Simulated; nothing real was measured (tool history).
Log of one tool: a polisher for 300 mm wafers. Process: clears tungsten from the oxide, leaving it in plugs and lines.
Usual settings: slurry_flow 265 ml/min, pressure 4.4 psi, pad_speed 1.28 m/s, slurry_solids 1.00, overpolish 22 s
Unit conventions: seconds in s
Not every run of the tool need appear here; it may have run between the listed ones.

run     day  slurry_flow  pressure  pad_speed  slurry_solids  overpolish  wafers since the last listed run  wafers polished on this pad  hours since the slurry nozzle was cleaned  hours since the head pressure was calibrated  hours since the slurry blender was calibrated  hours since the slurry got fresh peroxide  incoming thickness of the incoming film, nm  seconds
  1   0.000          265       3.4       1.62           1.00          22                                 0                         1226                                        9.9                                         615.5                                           64.9                                       46.9                                        334.5     54.1
  2   1.025          265       3.4       1.62           1.00          22                               191                         1418                                       34.5                                         640.1                                           89.5                                       71.5                                        331.2     55.2
      1.729  -- worn pad replaced by a new one
  3   1.750          265       4.4       1.28           1.00          19                               104                            3                                       51.9                                         657.5                                          106.9                                       88.9                                        330.1     50.3
  4   2.471          265       4.4       1.28           1.00          19                               134                          138                                       69.2                                         674.8                                          124.2                                      106.2                                        331.5     50.9
  5   3.558          265       4.4       1.28           1.00          22                               203                          342                                       95.3                                         700.9                                          150.3                                      132.3                                        332.2     52.8
      4.204  -- slurry tank refilled with fresh slurry and peroxide
  6   4.992          265       4.4       1.28           1.00          22                               260                          602                                      129.7                                         735.3                                          184.7                                       18.9                                        333.3     54.7
      5.400  -- slurry blender recalibrated
  7   5.908          265       4.4       1.28           1.00          22                               155                          758                                      151.7                                         757.3                                           12.2                                       40.9                                        326.4     53.8
  8   7.388          265       4.4       1.28           1.00          22                               276                         1035                                      187.2                                         792.8                                           47.7                                       76.4                                        332.0     55.3
  9   8.358          265       4.4       1.28           1.00          22                               181                         1217                                      210.5                                         816.1                                           71.0                                       99.7                                        329.9     57.1
 10   8.938          265       4.4       1.06           1.00          22                               108                         1325                                      224.4                                         830.0                                           84.9                                      113.6                                        327.8     67.7
      9.183  -- worn pad replaced by a new one
      9.892  -- slurry nozzle cleaned
 11   9.912          265       4.4       1.56           1.00          35                               143                          128                                        0.5                                         853.4                                          108.3                                      137.0                                        330.4     40.8
     10.767  -- slurry tank refilled with fresh slurry and peroxide
 12  11.029          265       4.4       1.04           1.15          22                               201                          329                                       27.3                                         880.2                                          135.1                                        6.3                                        331.7     61.9
     11.262  -- head pressure recalibrated
 13  11.954          175       4.4       1.28           1.15          22                               157                          487                                       49.5                                          16.6                                          157.3                                       28.5                                        328.6     54.3
 14  13.088          265       5.6       1.28           1.00          22                               212                          699                                       76.7                                          43.8                                          184.5                                       55.7                                        329.5     40.8
 15  14.096          265       4.4       1.28           1.00          19                               188                          888                                      100.9                                          68.0                                          208.7                                       79.9                                        327.2     53.1
     15.050  -- slurry blender recalibrated
 16  15.071          350       4.4       0.90           1.00          12                               166                         1055                                      124.3                                          91.4                                            0.5                                      103.3                                        335.7     75.1
     15.800  -- worn pad replaced by a new one
 17  16.079          345       5.6       1.28           0.75          22                               157                           52                                      148.5                                         115.6                                           24.7                                      127.5                                        335.0     41.2
     16.304  -- slurry tank refilled with fresh slurry and peroxide
 18  17.325          265       4.9       0.98           1.00          32                               225                          277                                      178.4                                         145.5                                           54.6                                       24.5                                        328.3     61.2
 19  18.454          200       5.0       1.28           1.00          22                               211                          488                                      205.5                                         172.6                                           81.7                                       51.6                                        325.5     49.6
 20  19.054          265       4.4       1.28           1.00          22                               112                          601                                      219.9                                         187.0                                           96.1                                       66.0                                        330.2     55.9
     20.133  -- slurry nozzle cleaned
 21  21.379          265       5.6       1.28           1.00          14                               427                         1028                                       29.9                                         242.8                                          151.9                                      121.8                                        330.0     41.8

What the log doesn't show, run by run:
deviation of the head's pressure from its setpoint, %: 0 at every run
abrasive missing from the slurry, %: 0 at every run
peroxide lost from the slurry, %: 0 at every run
H1: removal rate lost through wear of the pad, %
H2: slurry flow missing at the pad, %
run     H1     H2
  1   6.26   7.16
  2   6.42   10.7
  3  0.535   13.2
  4   2.13   15.7
  5   3.84   19.4
  6   5.22   24.4
  7   5.78   27.5
  8   6.36   32.6
  9   6.59     36
 10   6.69     38
 11   2.07  0.546
 12   3.82    4.4
 13   4.79   7.59
 14   5.59   11.5
 15   6.07     15
 16   6.38   18.3
 17   1.04   21.8
 18   3.31   26.1
 19    4.6     30
 20   5.09   32.1
 21   6.21    9.7
